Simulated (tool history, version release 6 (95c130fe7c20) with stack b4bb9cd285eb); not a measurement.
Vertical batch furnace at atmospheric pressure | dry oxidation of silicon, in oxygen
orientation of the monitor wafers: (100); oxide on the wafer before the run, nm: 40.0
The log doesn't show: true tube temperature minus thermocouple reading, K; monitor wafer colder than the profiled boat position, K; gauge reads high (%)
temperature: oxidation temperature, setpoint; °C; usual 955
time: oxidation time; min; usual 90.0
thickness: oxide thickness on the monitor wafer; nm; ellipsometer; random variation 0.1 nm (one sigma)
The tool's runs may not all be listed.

run   hour  temperature   time  wafers since the last listed run  hours since the last temperature calibration  hours since the boat lift was adjusted  hours since the gauge calibration  read-back reference wafer on the same gauge, thickness  thickness
  1    0.0          955   99.5                                 0                                        2238.7                                  4366.2                              253.8                                                   71.91      72.83
  2   27.3          955   90.0                               213                                        2266.0                                  4393.5                              281.1                                                   71.90      69.79
  3   56.5          955   90.0                               228                                        2295.2                                  4422.7                              310.3                                                   71.91      69.87
  4   69.3          955   90.0                               100                                        2308.0                                  4435.5                              323.1                                                   71.89      69.78
  5  104.7          939  101.0                               277                                        2343.4                                  4470.9                              358.5                                                   71.90      67.83
  6  131.1          939  101.0                               206                                        2369.8                                  4497.3                              384.9                                                   71.90      67.89
  7  167.2          939  101.0                               282                                        2405.9                                  4533.4                              421.0                                                   71.90      67.85
  8  179.5          968   90.0                                96                                        2418.2                                  4545.7                              433.3                                                   71.89      73.78
  9  211.1          968   90.0                               247                                        2449.8                                  4577.3                              464.9                                                   71.90      73.56
 10  227.8          955   90.0                               130                                        2466.5                                  4594.0                              481.6                                                   71.89      69.76
 11  247.0          955   90.0                               150                                        2485.7                                  4613.2                              500.8                                                   71.91      69.96
 12  274.3          955   90.0                               213                                        2513.0                                  4640.5                              528.1                                                   71.93      69.77
 13  291.9          963   90.0                               137                                        2530.6                                  4658.1                              545.7                                                   71.90      72.03
 14  311.5          955   70.0                               153                                        2550.2                                  4677.7                              565.3                                                   71.90      63.56
 15  336.3          937   90.0                               194                                        2575.0                                  4702.5                              590.1                                                   71.89      64.33
     367.8  -- thermocouples replaced and temperature profile calibrated
     368.1  -- boat lift adjusted
 16  368.6          955   90.0                                63                                           0.8                                     0.5                              622.4                                                   71.92      68.40
     406.5  -- gauge calibrated
 17  428.9          962  133.5                               472                                          61.1                                    60.8                               22.4                                                   71.91      84.00
 18  445.8          955  123.0                               132                                          78.0                                    77.7                               39.3                                                   71.89      78.29
 19  465.7          942   64.0                               155                                          97.9                                    97.6                               59.2                                                   71.90      58.03
 20  500.7          955   74.5                               274                                         132.9                                   132.6                               94.2                                                   71.89      64.23
 21  529.1          955   90.0                               222                                         161.3                                   161.0                              122.6                                                   71.90      68.84
 22  541.4          962   52.5                                96                                         173.6                                   173.3                              134.9                                                   71.88      58.70
 23  558.3          977  126.0                               132                                         190.5                                   190.2                              151.8                                                   71.89      87.96
 24  589.9          930  125.5                               247                                         222.1                                   221.8                              183.4                                                   71.91      69.10
 25  630.0          955   90.0                               314                                         262.2                                   261.9                              223.5                                                   71.90      68.91
 26  660.9          955   90.0                               242                                         293.1                                   292.8                              254.4                                                   71.91      69.15
 27  679.1          955   90.0                               142                                         311.3                                   311.0                              272.6                                                   71.90      68.95
 28  698.8          955   90.0                               154                                         331.0                                   330.7                              292.3                                                   71.88      68.97
 29  717.7          967   78.0                               148                                         349.9                                   349.6                              311.2                                                   71.90      68.35

Hidden state at the last listed run before each entry between runs and at the first one after, where it differs:
Between runs 15 and 16: thermocouples replaced and temperature profile calibrated (hour 367.8); boat lift adjusted (hour 368.1)
  true tube temperature minus thermocouple reading, K: 5.04 -> 0.736
  measured less the result without the state, thickness: +1.50 -> +0.22 nm
Between runs 16 and 17: gauge calibrated (hour 406.5)
  true tube temperature minus thermocouple reading, K: 0.736 -> 1.06
  measured less the result without the state, thickness: +0.22 -> +0.43 nm
